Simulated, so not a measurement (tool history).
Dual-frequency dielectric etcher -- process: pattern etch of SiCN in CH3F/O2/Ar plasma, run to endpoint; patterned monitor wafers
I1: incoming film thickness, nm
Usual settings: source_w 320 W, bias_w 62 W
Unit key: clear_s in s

Run 1, hour 0.0: usual settings but source_w 370 W; I1 13.05. Result: clear_s 35.8 s.
Run 2, hour 38.0: usual settings but source_w 370 W; I1 12.98. Result: clear_s 35.5 s.
Run 3, hour 111.4: usual settings but source_w 370 W; I1 13.06. Result: clear_s 36.6 s.
Run 4, hour 196.2: usual settings; I1 12.98. Result: clear_s 37.4 s.
At hour 284.9: wet clean of the chamber.
Run 5, hour 285.4: usual settings; I1 13.01. Result: clear_s 37.6 s.
At hour 360.8: bias power generator calibrated.
Run 6, hour 368.8: usual settings but source_w 380 W, bias_w 68 W; I1 12.96. Result: clear_s 34.1 s.
Run 7, hour 408.7: usual settings but source_w 380 W, bias_w 68 W; I1 12.96. Result: clear_s 34.4 s.
Run 8, hour 489.1: usual settings but source_w 250 W, bias_w 72 W; I1 13.04. Result: clear_s 40.5 s.
At hour 557.4: source power generator calibrated.
Run 9, hour 587.9: usual settings but source_w 390 W, bias_w 68 W; I1 13.07. Result: clear_s 34.2 s.
Run 10, hour 673.1: usual settings but source_w 340 W, bias_w 70 W; I1 12.94. Result: clear_s 35.3 s.
At hour 751.5: wet clean of the chamber.
Run 11, hour 764.1: usual settings; I1 13.10. Result: clear_s 37.8 s.
At hour 818.2: upper electrode replaced.
Run 12, hour 848.1: usual settings; I1 13.11. Result: clear_s 38.0 s.
Run 13, hour 954.1: usual settings but source_w 280 W, bias_w 71 W; I1 13.02. Result: clear_s 38.4 s.
Run 14, hour 1054.0: usual settings; I1 12.97. Result: clear_s 38.0 s.
Run 15, hour 1139.2: usual settings but source_w 240 W, bias_w 75 W; I1 13.07. Result: clear_s 40.9 s.

Each row is a separate what-if for the run after 15, all from the same tool condition, not one after another. Results?
Run A, hour 1139.6: usual settings but source_w 270 W; I1 13.08. Result: clear_s ?.
Run B, hour 1139.6: usual settings but source_w 350 W; I1 13.08. Result: clear_s ?.
Run C, hour 1139.6: usual settings but source_w 360 W, bias_w 75 W; I1 13.08. Result: clear_s ?.

run  clear_s
  A     41.0
  B     36.7
  C     34.5
The same runs, with their run-to-run variation unchanged, on a tool lacking any hidden condition would have given:
run  clear_s
  A     41.0
  B     36.7
  C     34.5

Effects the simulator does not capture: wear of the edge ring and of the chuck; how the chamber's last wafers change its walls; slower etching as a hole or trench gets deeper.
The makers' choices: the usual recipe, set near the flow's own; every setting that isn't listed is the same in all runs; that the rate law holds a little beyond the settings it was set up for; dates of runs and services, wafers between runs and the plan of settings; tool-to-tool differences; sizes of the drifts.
